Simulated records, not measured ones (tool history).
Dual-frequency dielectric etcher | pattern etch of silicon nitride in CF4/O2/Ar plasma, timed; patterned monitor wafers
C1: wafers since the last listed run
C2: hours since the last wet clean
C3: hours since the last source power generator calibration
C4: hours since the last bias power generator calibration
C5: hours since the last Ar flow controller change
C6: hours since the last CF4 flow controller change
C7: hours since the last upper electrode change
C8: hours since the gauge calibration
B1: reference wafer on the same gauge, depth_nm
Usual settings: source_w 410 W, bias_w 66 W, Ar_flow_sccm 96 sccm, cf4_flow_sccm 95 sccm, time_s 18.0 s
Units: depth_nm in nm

Run 1, hour 0.0: usual settings but bias_w 59 W, time_s 23.0 s; C1 0; C2 69.3; C3 2390.3; C4 277.6; C5 6048.6; C6 167.1; C7 3570.5; C8 308.6; B1 39.61. Result: depth_nm 46.34 nm.
At hour 30.0: upper electrode replaced.
Run 2, hour 30.5: usual settings but source_w 380 W, bias_w 81 W; C1 113; C2 99.8; C3 2420.8; C4 308.1; C5 6079.1; C6 197.6; C7 0.5; C8 339.1; B1 39.52. Result: depth_nm 37.19 nm.
Run 3, hour 55.5: usual settings; C1 437; C2 124.8; C3 2445.8; C4 333.1; C5 6104.1; C6 222.6; C7 25.5; C8 364.1; B1 39.66. Result: depth_nm 37.52 nm.
At hour 83.7: source power generator calibrated.
Run 4, hour 125.1: usual settings but source_w 380 W, cf4_flow_sccm 108 sccm; C1 1149; C2 194.4; C3 41.4; C4 402.7; C5 6173.7; C6 292.2; C7 95.1; C8 433.7; B1 39.64. Result: depth_nm 34.53 nm.
Run 5, hour 160.9: usual settings but source_w 320 W, Ar_flow_sccm 114 sccm, cf4_flow_sccm 104 sccm, time_s 23.0 s; C1 627; C2 230.2; C3 77.2; C4 438.5; C5 6209.5; C6 328.0; C7 130.9; C8 469.5; B1 39.67. Result: depth_nm 35.24 nm.
Run 6, hour 181.0: usual settings; C1 352; C2 250.3; C3 97.3; C4 458.6; C5 6229.6; C6 348.1; C7 151.0; C8 489.6; B1 39.59. Result: depth_nm 36.42 nm.
Run 7, hour 201.2: usual settings but bias_w 81 W, time_s 16.0 s; C1 353; C2 270.5; C3 117.5; C4 478.8; C5 6249.8; C6 368.3; C7 171.2; C8 509.8; B1 39.56. Result: depth_nm 34.69 nm.
At hour 214.0: Ar flow controller replaced.
Run 8, hour 230.6: usual settings but source_w 320 W, bias_w 53 W, cf4_flow_sccm 79 sccm, time_s 15.5 s; C1 409; C2 299.9; C3 146.9; C4 508.2; C5 16.6; C6 397.7; C7 200.6; C8 539.2; B1 39.62. Result: depth_nm 21.91 nm.
Run 9, hour 243.9: usual settings; C1 232; C2 313.2; C3 160.2; C4 521.5; C5 29.9; C6 411.0; C7 213.9; C8 552.5; B1 39.62. Result: depth_nm 36.77 nm.
Run 10, hour 256.4: usual settings but bias_w 71 W; C1 218; C2 325.7; C3 172.7; C4 534.0; C5 42.4; C6 423.5; C7 226.4; C8 565.0; B1 39.65. Result: depth_nm 37.21 nm.
Run 11, hour 289.4: usual settings but bias_w 71 W, cf4_flow_sccm 110 sccm, time_s 20.0 s; C1 578; C2 358.7; C3 205.7; C4 567.0; C5 75.4; C6 456.5; C7 259.4; C8 598.0; B1 39.58. Result: depth_nm 42.38 nm.
Run 12, hour 316.4: usual settings but bias_w 57 W, Ar_flow_sccm 85 sccm; C1 472; C2 385.7; C3 232.7; C4 594.0; C5 102.4; C6 483.5; C7 286.4; C8 625.0; B1 39.57. Result: depth_nm 36.34 nm.
Run 13, hour 343.0: usual settings; C1 465; C2 412.3; C3 259.3; C4 620.6; C5 129.0; C6 510.1; C7 313.0; C8 651.6; B1 39.53. Result: depth_nm 37.45 nm.
Run 14, hour 378.1: usual settings; C1 614; C2 447.4; C3 294.4; C4 655.7; C5 164.1; C6 545.2; C7 348.1; C8 686.7; B1 39.57. Result: depth_nm 37.10 nm.
Run 15, hour 394.7: usual settings but source_w 490 W, Ar_flow_sccm 74 sccm; C1 290; C2 464.0; C3 311.0; C4 672.3; C5 180.7; C6 561.8; C7 364.7; C8 703.3; B1 39.57. Result: depth_nm 46.89 nm.
Run 16, hour 428.3: usual settings but source_w 490 W, bias_w 71 W, time_s 23.5 s; C1 588; C2 497.6; C3 344.6; C4 705.9; C5 214.3; C6 595.4; C7 398.3; C8 736.9; B1 39.54. Result: depth_nm 60.45 nm.
Run 17, hour 454.3: usual settings but source_w 440 W, bias_w 78 W, cf4_flow_sccm 77 sccm; C1 455; C2 523.6; C3 370.6; C4 731.9; C5 240.3; C6 621.4; C7 424.3; C8 762.9; B1 39.61. Result: depth_nm 40.68 nm.
At hour 483.8: wet clean of the chamber.
Run 18, hour 484.3: usual settings; C1 105; C2 0.5; C3 400.6; C4 761.9; C5 270.3; C6 651.4; C7 454.3; C8 792.9; B1 39.59. Result: depth_nm 36.20 nm.
Run 19, hour 510.2: usual settings but bias_w 59 W, Ar_flow_sccm 87 sccm, cf4_flow_sccm 71 sccm; C1 453; C2 26.4; C3 426.5; C4 787.8; C5 296.2; C6 677.3; C7 480.2; C8 818.8; B1 39.63. Result: depth_nm 33.95 nm.
Run 20, hour 524.3: usual settings but source_w 490 W, Ar_flow_sccm 74 sccm; C1 246; C2 40.5; C3 440.6; C4 801.9; C5 310.3; C6 691.4; C7 494.3; C8 832.9; B1 39.69. Result: depth_nm 45.92 nm.
Run 21, hour 543.8: usual settings but source_w 490 W, bias_w 71 W, time_s 23.5 s; C1 341; C2 60.0; C3 460.1; C4 821.4; C5 329.8; C6 710.9; C7 513.8; C8 852.4; B1 39.57. Result: depth_nm 58.80 nm.

The tool's hidden state at each run:
bias power that arrives over what is set, %: 0 in every run
Ar flow that arrives over what is set, %: 0 in every run
CF4 flow that arrives over what is set, %: 0 in every run
gauge reads high (%): 0 in every run
H1: etch rate over this chamber's usual, %
H2: source power that arrives over what is set, %
run     H1     H2
  1  0.146   4.11
  2  0.356   4.24
  3  0.527   4.34
  4   1.01  0.332
  5   1.25  0.336
  6   1.39  0.339
  7   1.53  0.342
  8   1.73  0.349
  9   1.82  0.353
 10   1.91  0.356
 11   2.13  0.367
 12   2.32  0.377
 13    2.5  0.388
 14   2.74  0.405
 15   2.86  0.413
 16   3.09  0.432
 17   3.27  0.448
 18  0.322  0.467
 19    0.5  0.486
 20  0.597  0.496
 21  0.731  0.511
